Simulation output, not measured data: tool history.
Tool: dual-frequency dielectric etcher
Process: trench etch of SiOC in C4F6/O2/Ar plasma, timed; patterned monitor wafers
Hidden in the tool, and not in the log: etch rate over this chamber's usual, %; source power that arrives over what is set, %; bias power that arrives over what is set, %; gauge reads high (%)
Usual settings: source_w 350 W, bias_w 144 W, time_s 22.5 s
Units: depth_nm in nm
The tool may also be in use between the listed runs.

run	hour	source_w	bias_w	time_s	wafers since the last listed run	hours since the last wet clean	hours since the last source power generator calibration	hours since the last bias power generator calibration	hours since the last upper electrode change	hours since the gauge calibration	read-back reference wafer on the same gauge, depth_nm	depth_nm
1	0.0	350	157	24.5	0	307.5	3532.7	2590.9	4673.1	75.5	46.59	48.95
2	25.6	350	144	24.0	391	333.1	3558.3	2616.5	4698.7	101.1	46.59	47.05
3	40.9	350	144	24.0	233	348.4	3573.6	2631.8	4714.0	116.4	46.60	47.13
4	66.7	350	144	22.5	394	374.2	3599.4	2657.6	4739.8	142.2	46.60	44.15
5	84.8	350	144	22.5	276	392.3	3617.5	2675.7	4757.9	160.3	46.63	44.16
6	100.4	350	144	22.5	238	407.9	3633.1	2691.3	4773.5	175.9	46.59	44.13
7	135.8	350	144	22.5	540	443.3	3668.5	2726.7	4808.9	211.3	46.61	44.27
8	169.7	350	144	22.5	517	477.2	3702.4	2760.6	4842.8	245.2	46.62	44.20
# hour 210.3: wet clean of the chamber
9	210.8	410	144	22.5	261	0.5	3743.5	2801.7	4883.9	286.3	46.62	46.24
10	215.8	410	144	22.5	76	5.5	3748.5	2806.7	4888.9	291.3	46.63	46.12
11	248.4	410	144	22.5	498	38.1	3781.1	2839.3	4921.5	323.9	46.59	46.08
12	260.7	390	144	19.5	187	50.4	3793.4	2851.6	4933.8	336.2	46.60	39.43
# hour 271.6: bias power generator calibrated
13	287.2	350	144	22.5	343	76.9	3819.9	15.6	4960.3	362.7	46.58	43.91
14	321.5	270	129	22.5	524	111.2	3854.2	49.9	4994.6	397.0	46.56	39.71
15	344.4	350	144	22.5	349	134.1	3877.1	72.8	5017.5	419.9	46.57	43.81
# hour 388.0: upper electrode replaced
16	388.5	350	144	22.5	307	178.2	3921.2	116.9	0.5	464.0	46.62	44.07
17	388.8	440	144	17.0	4	178.5	3921.5	117.2	0.8	464.3	46.63	35.70
18	401.9	350	144	22.5	200	191.6	3934.6	130.3	13.9	477.4	46.62	43.95
# hour 407.1: source power generator calibrated
19	415.3	350	120	22.5	143	205.0	8.2	143.7	27.3	490.8	46.62	42.46
20	442.4	400	144	22.5	414	232.1	35.3	170.8	54.4	517.9	46.59	45.95
21	462.9	410	163	22.5	313	252.6	55.8	191.3	74.9	538.4	46.59	47.74
22	491.0	420	123	28.0	429	280.7	83.9	219.4	103.0	566.5	46.60	56.44
# hour 493.3: gauge calibrated
23	516.9	350	144	22.5	395	306.6	109.8	245.3	128.9	23.6	46.62	44.11
24	539.3	350	159	27.0	342	329.0	132.2	267.7	151.3	46.0	46.59	54.29
25	565.6	350	144	22.5	401	355.3	158.5	294.0	177.6	72.3	46.59	44.24
26	580.3	320	166	28.0	224	370.0	173.2	308.7	192.3	87.0	46.58	55.26
27	592.5	310	116	22.5	186	382.2	185.4	320.9	204.5	99.2	46.59	40.76
28	626.5	350	144	29.5	519	416.2	219.4	354.9	238.5	133.2	46.60	57.86
29	643.6	350	157	22.5	261	433.3	236.5	372.0	255.6	150.3	46.62	45.16
30	662.1	390	144	22.5	282	451.8	255.0	390.5	274.1	168.8	46.57	45.70
# hour 707.3: wet clean of the chamber
31	707.8	350	170	22.5	331	0.5	300.7	436.2	319.8	214.5	46.61	45.43

Hidden state at the last listed run before each entry between runs and at the first one after, where it differs:
Between runs 8 and 9: wet clean of the chamber (hour 210.3)
  etch rate over this chamber's usual, %: 1.06 -> 0.0341
  measured less the result without the state, depth_nm: +0.47 -> +0.01 nm
Between runs 12 and 13: bias power generator calibrated (hour 271.6)
  etch rate over this chamber's usual, %: 0.139 -> 0.195
  measured less the result without the state, depth_nm: +0.05 -> +0.09 nm
Between runs 15 and 16: upper electrode replaced (hour 388.0)
  etch rate over this chamber's usual, %: 0.315 -> 0.408
  measured less the result without the state, depth_nm: +0.13 -> +0.18 nm
Between runs 18 and 19: source power generator calibrated (hour 407.1)
  etch rate over this chamber's usual, %: 0.437 -> 0.465
  measured less the result without the state, depth_nm: +0.20 -> +0.19 nm
Between runs 22 and 23: gauge calibrated (hour 493.3)
  etch rate over this chamber's usual, %: 0.624 -> 0.679
  measured less the result without the state, depth_nm: +0.35 -> +0.30 nm
Between runs 30 and 31: wet clean of the chamber (hour 707.3)
  etch rate over this chamber's usual, %: 0.984 -> -0.0274
  measured less the result without the state, depth_nm: +0.44 -> -0.02 nm
